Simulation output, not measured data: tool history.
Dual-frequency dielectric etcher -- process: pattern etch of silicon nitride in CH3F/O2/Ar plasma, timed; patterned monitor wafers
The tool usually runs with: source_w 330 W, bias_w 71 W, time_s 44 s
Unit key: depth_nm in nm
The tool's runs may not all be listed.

| run | day | source_w | bias_w | time_s | wafers since the last listed run | hours since the last wet clean | hours since the last source power generator calibration | hours since the last bias power generator calibration | hours since the last upper electrode change | hours since the gauge calibration | read-back reference wafer on the same gauge, depth_nm | depth_nm |
|---|---|---|---|---|---|---|---|---|---|---|---|---|
| 1 | 0 | 370 | 71 | 48 | 0 | 434.6 | 2614.5 | 3287.3 | 6300.7 | 142 | 27.8 | 33.99 |
| 2 | 1.021 | 350 | 71 | 44 | 216 | 459.1 | 2639 | 3311.8 | 6325.2 | 166.5 | 27.81 | 30.88 |
| 3 | 1.7 | 350 | 71 | 44 | 143 | 475.4 | 2655.3 | 3328.1 | 6341.5 | 182.8 | 27.8 | 31.03 |
| 4 | 2.412 | 330 | 71 | 44 | 150 | 492.5 | 2672.4 | 3345.2 | 6358.6 | 199.9 | 27.8 | 30.51 |
| 5 | 3.871 | 330 | 71 | 44 | 308 | 527.5 | 2707.4 | 3380.2 | 6393.6 | 234.9 | 27.81 | 30.6 |
| 6 | 4.604 | 330 | 71 | 53.5 | 155 | 545.1 | 2725 | 3397.8 | 6411.2 | 252.5 | 27.79 | 37.16 |
|  | 5.408 | gauge calibrated |
| 7 | 6.054 | 330 | 71 | 44 | 307 | 579.9 | 2759.8 | 3432.6 | 6446 | 15.5 | 27.77 | 30.8 |
| 8 | 7.525 | 330 | 71 | 44 | 311 | 615.2 | 2795.1 | 3467.9 | 6481.3 | 50.8 | 27.77 | 30.78 |
|  | 7.862 | bias power generator calibrated |
| 9 | 8.154 | 330 | 62 | 36.5 | 97 | 630.3 | 2810.2 | 7 | 6496.4 | 65.9 | 27.78 | 24.35 |
|  | 9.704 | wet clean of the chamber |
| 10 | 9.725 | 360 | 57 | 37 | 120 | 0.5 | 2847.9 | 44.7 | 6534.1 | 103.6 | 27.78 | 23.47 |
|  | 11.025 | upper electrode replaced |
| 11 | 11.046 | 330 | 71 | 44 | 67 | 32.2 | 2879.6 | 76.4 | 0.5 | 135.3 | 27.78 | 29.63 |
| 12 | 11.067 | 330 | 71 | 44 | 4 | 32.7 | 2880.1 | 76.9 | 1 | 135.8 | 27.83 | 29.53 |
|  | 12.433 | source power generator calibrated |
| 13 | 12.55 | 280 | 87 | 44 | 278 | 68.3 | 2.8 | 112.5 | 36.6 | 171.4 | 27.82 | 30.77 |
| 14 | 13.138 | 370 | 71 | 44 | 124 | 82.4 | 16.9 | 126.6 | 50.7 | 185.5 | 27.8 | 30.52 |
| 15 | 13.846 | 330 | 59 | 44 | 150 | 99.4 | 33.9 | 143.6 | 67.7 | 202.5 | 27.8 | 27.91 |
| 16 | 14.862 | 280 | 87 | 44 | 215 | 123.8 | 58.3 | 168 | 92.1 | 226.9 | 27.81 | 30.77 |
|  | 15.325 | gauge calibrated |
| 17 | 15.533 | 330 | 76 | 32 | 142 | 139.9 | 74.4 | 184.1 | 108.2 | 5 | 27.83 | 22.21 |
| 18 | 16.533 | 300 | 64 | 44 | 211 | 163.9 | 98.4 | 208.1 | 132.2 | 29 | 27.8 | 28.22 |

Here are 3 independent what-if runs from the current tool condition. What would each one return?
| A | 16.55 | 330 | 71 | 56 | 3 | 164.3 | 98.8 | 208.5 | 132.6 | 29.4 | ? | ? |
| B | 16.55 | 290 | 57 | 55.5 | 3 | 164.3 | 98.8 | 208.5 | 132.6 | 29.4 | ? | ? |
| C | 16.55 | 330 | 71 | 31 | 3 | 164.3 | 98.8 | 208.5 | 132.6 | 29.4 | ? | ? |

| run | read-back reference wafer on the same gauge, depth_nm | depth_nm |
|---|---|---|
| A | 27.77 | 38.05 |
| B | 27.77 | 34.02 |
| C | 27.77 | 21.06 |
Without the tool's hidden state the same runs would have given:
| run | depth_nm |
|---|---|
| A | 37.5 |
| B | 33.52 |
| C | 20.76 |
